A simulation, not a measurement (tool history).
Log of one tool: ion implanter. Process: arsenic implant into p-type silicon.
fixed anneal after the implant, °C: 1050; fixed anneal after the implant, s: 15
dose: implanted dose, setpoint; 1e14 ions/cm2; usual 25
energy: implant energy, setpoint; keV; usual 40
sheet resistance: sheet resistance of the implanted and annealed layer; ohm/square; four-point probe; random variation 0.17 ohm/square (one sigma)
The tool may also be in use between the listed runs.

| run | hour | dose | energy | wafers since the last listed run | hours since the last dose calibration | hours since the extraction supply was calibrated | hours since the gauge calibration | read-back reference wafer on the same gauge, sheet resistance | sheet resistance |
|---|---|---|---|---|---|---|---|---|---|
| 1 | 0 | 25 | 40 | 0 | 250.9 | 1447.7 | 1431.8 | 82.64 | 71.05 |
| 2 | 71.4 | 25 | 40 | 853 | 322.3 | 1519.1 | 1503.2 | 82.63 | 71.2 |
|  | 266.9 | Faraday cup replaced and dose calibrated |
| 3 | 276.7 | 25 | 40 | 2359 | 9.8 | 1724.4 | 1708.5 | 82.68 | 70.83 |
| 4 | 310.7 | 28.64 | 46.5 | 406 | 43.8 | 1758.4 | 1742.5 | 82.56 | 63.98 |
| 5 | 343.2 | 28.64 | 46.5 | 388 | 76.3 | 1790.9 | 1775 | 82.63 | 64.15 |
| 6 | 379.1 | 28.64 | 46.5 | 429 | 112.2 | 1826.8 | 1810.9 | 82.53 | 63.91 |
| 7 | 411.4 | 25 | 29 | 386 | 144.5 | 1859.1 | 1843.2 | 82.6 | 78.86 |
| 8 | 458.1 | 25 | 40 | 558 | 191.2 | 1905.8 | 1889.9 | 82.59 | 70.74 |
| 9 | 487.8 | 25 | 47 | 355 | 220.9 | 1935.5 | 1919.6 | 82.65 | 67.23 |
| 10 | 532.4 | 25 | 40 | 533 | 265.5 | 1980.1 | 1964.2 | 82.65 | 70.61 |
| 11 | 598.9 | 25 | 40 | 795 | 332 | 2046.6 | 2030.7 | 82.56 | 70.81 |
| 12 | 626.4 | 25 | 45 | 328 | 359.5 | 2074.1 | 2058.2 | 82.63 | 67.9 |
| 13 | 656.9 | 25 | 45 | 364 | 390 | 2104.6 | 2088.7 | 82.62 | 67.89 |
|  | 679.4 | gauge calibrated |
| 14 | 711.8 | 25 | 45 | 656 | 444.9 | 2159.5 | 32.4 | 82.66 | 67.73 |
| 15 | 779.7 | 30.55 | 40 | 812 | 512.8 | 2227.4 | 100.3 | 82.63 | 66.19 |
| 16 | 838 | 25 | 40 | 697 | 571.1 | 2285.7 | 158.6 | 82.57 | 70.63 |
| 17 | 890.8 | 18.25 | 34 | 631 | 623.9 | 2338.5 | 211.4 | 82.52 | 85.11 |
|  | 913.6 | Faraday cup replaced and dose calibrated |
| 18 | 922.7 | 28.54 | 45 | 285 | 9.1 | 2370.4 | 243.3 | 82.58 | 64.46 |
| 19 | 1122.3 | 27.88 | 45 | 2387 | 208.7 | 2570 | 442.9 | 82.65 | 65.2 |
| 20 | 1180.6 | 27.88 | 45 | 697 | 267 | 2628.3 | 501.2 | 82.67 | 64.73 |
|  | 1215.5 | extraction supply calibrated |
| 21 | 1216 | 27.49 | 34.5 | 327 | 302.4 | 0.5 | 536.6 | 82.6 | 72.86 |
| 22 | 1269.4 | 20.92 | 45.5 | 638 | 355.8 | 53.9 | 590 | 82.62 | 73.82 |
| 23 | 1304.9 | 31.6 | 49 | 424 | 391.3 | 89.4 | 625.5 | 82.61 | 61.36 |
| 24 | 1371.5 | 27.89 | 43.5 | 796 | 457.9 | 156 | 692.1 | 82.59 | 66.53 |
| 25 | 1403.7 | 25 | 40 | 385 | 490.1 | 188.2 | 724.3 | 82.61 | 71.6 |
|  | 1420.3 | Faraday cup replaced and dose calibrated |
| 26 | 1464.4 | 25 | 40 | 630 | 44.1 | 248.9 | 785 | 82.53 | 71.41 |
| 27 | 1497.5 | 31.61 | 47.5 | 395 | 77.2 | 282 | 818.1 | 82.62 | 61.8 |
| 28 | 1527.5 | 28.99 | 44 | 358 | 107.2 | 312 | 848.1 | 82.63 | 65.14 |
| 29 | 1584.4 | 31.74 | 32.5 | 680 | 164.1 | 368.9 | 905 | 82.62 | 71.33 |
| 30 | 1630.7 | 27.65 | 47 | 553 | 210.4 | 415.2 | 951.3 | 82.63 | 64.71 |
| 31 | 1663.1 | 29.39 | 50 | 387 | 242.8 | 447.6 | 983.7 | 82.52 | 61.9 |
| 32 | 1696.4 | 25 | 40 | 398 | 276.1 | 480.9 | 1017 | 82.61 | 71.43 |
| 33 | 1749.3 | 27.92 | 28.5 | 632 | 329 | 533.8 | 1069.9 | 82.55 | 76.98 |
| 34 | 1815.5 | 18.4 | 35.5 | 791 | 395.2 | 600 | 1136.1 | 82.61 | 83.98 |
| 35 | 1849.6 | 18.03 | 28 | 407 | 429.3 | 634.1 | 1170.2 | 82.63 | 90.57 |
| 36 | 1878 | 20.1 | 53 | 339 | 457.7 | 662.5 | 1198.6 | 82.64 | 71.94 |

Forecast each of these 5 alternatives for the next run:
| A | 1878.4 | 25 | 40 | 4 | 458.1 | 662.9 | 1199 | ? | ? |
| B | 1878.4 | 21.56 | 31 | 4 | 458.1 | 662.9 | 1199 | ? | ? |
| C | 1878.4 | 21.93 | 28 | 4 | 458.1 | 662.9 | 1199 | ? | ? |
| D | 1878.4 | 27.82 | 48 | 4 | 458.1 | 662.9 | 1199 | ? | ? |
| E | 1878.4 | 31.16 | 40 | 4 | 458.1 | 662.9 | 1199 | ? | ? |

| run | read-back reference wafer on the same gauge, sheet resistance | sheet resistance |
|---|---|---|
| A | 82.64 | 71.24 |
| B | 82.64 | 81.74 |
| C | 82.64 | 83.63 |
| D | 82.64 | 64.09 |
| E | 82.64 | 66.34 |
Without the tool's hidden state the same runs would have given:
| run | sheet resistance |
|---|---|
| A | 71.28 |
| B | 81.78 |
| C | 83.68 |
| D | 64.13 |
| E | 66.39 |
